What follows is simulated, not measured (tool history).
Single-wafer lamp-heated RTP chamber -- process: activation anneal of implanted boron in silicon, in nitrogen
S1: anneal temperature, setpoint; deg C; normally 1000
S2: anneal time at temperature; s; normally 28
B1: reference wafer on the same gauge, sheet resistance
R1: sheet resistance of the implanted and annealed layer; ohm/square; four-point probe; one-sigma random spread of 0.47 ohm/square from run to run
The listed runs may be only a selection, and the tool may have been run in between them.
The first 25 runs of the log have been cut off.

{"run": 26, "hour": 1396.2, "S1": 983, "S2": 41, "B1": 126.05, "R1": 134.95}
{"run": 27, "hour": 1459.0, "S1": 971, "S2": 42, "B1": 126, "R1": 140.24}
{"run": 28, "hour": 1487.8, "S1": 1000, "S2": 28, "B1": 126.08, "R1": 131.16}
{"run": 29, "hour": 1537.3, "S1": 981, "S2": 39, "B1": 126.09, "R1": 134.65}
{"run": 30, "hour": 1569.7, "S1": 1000, "S2": 19, "B1": 126.03, "R1": 131.51}
{"hour": 1616.1, "done": "pyrometer window cleaned and pyrometer calibrated"}
{"run": 31, "hour": 1628.0, "S1": 1017, "S2": 14, "B1": 126.09, "R1": 129.56}
{"run": 32, "hour": 1681.5, "S1": 1000, "S2": 28, "B1": 126.07, "R1": 132.12}
{"hour": 1742.0, "done": "reflector plate cleaned"}
{"run": 33, "hour": 1742.5, "S1": 991, "S2": 33, "B1": 125.88, "R1": 134}
{"run": 34, "hour": 1792.2, "S1": 985, "S2": 19, "B1": 125.96, "R1": 137.57}
{"run": 35, "hour": 1827.9, "S1": 1013, "S2": 22, "B1": 125.95, "R1": 129.94}
{"run": 36, "hour": 1864.3, "S1": 1014, "S2": 33, "B1": 126.04, "R1": 129.03}
{"run": 37, "hour": 1897.4, "S1": 1000, "S2": 28, "B1": 125.92, "R1": 131.24}

Predict each of these 3 candidate next runs independently; none follows another, all start after run 37:
{"run": "A", "hour": 1897.8, "S1": 982, "S2": 28, "B1": "?", "R1": "?"}
{"run": "B", "hour": 1897.8, "S1": 1015, "S2": 22, "B1": "?", "R1": "?"}
{"run": "C", "hour": 1897.8, "S1": 982, "S2": 44, "B1": "?", "R1": "?"}

run=A B1=126.02 R1=136.34
run=B B1=126.02 R1=129.89
run=C B1=126.02 R1=134.68
With the hidden condition removed and each run's random variation left untouched, the same runs would have given:
run=A R1=140.65
run=B R1=130.83
run=C R1=138.18
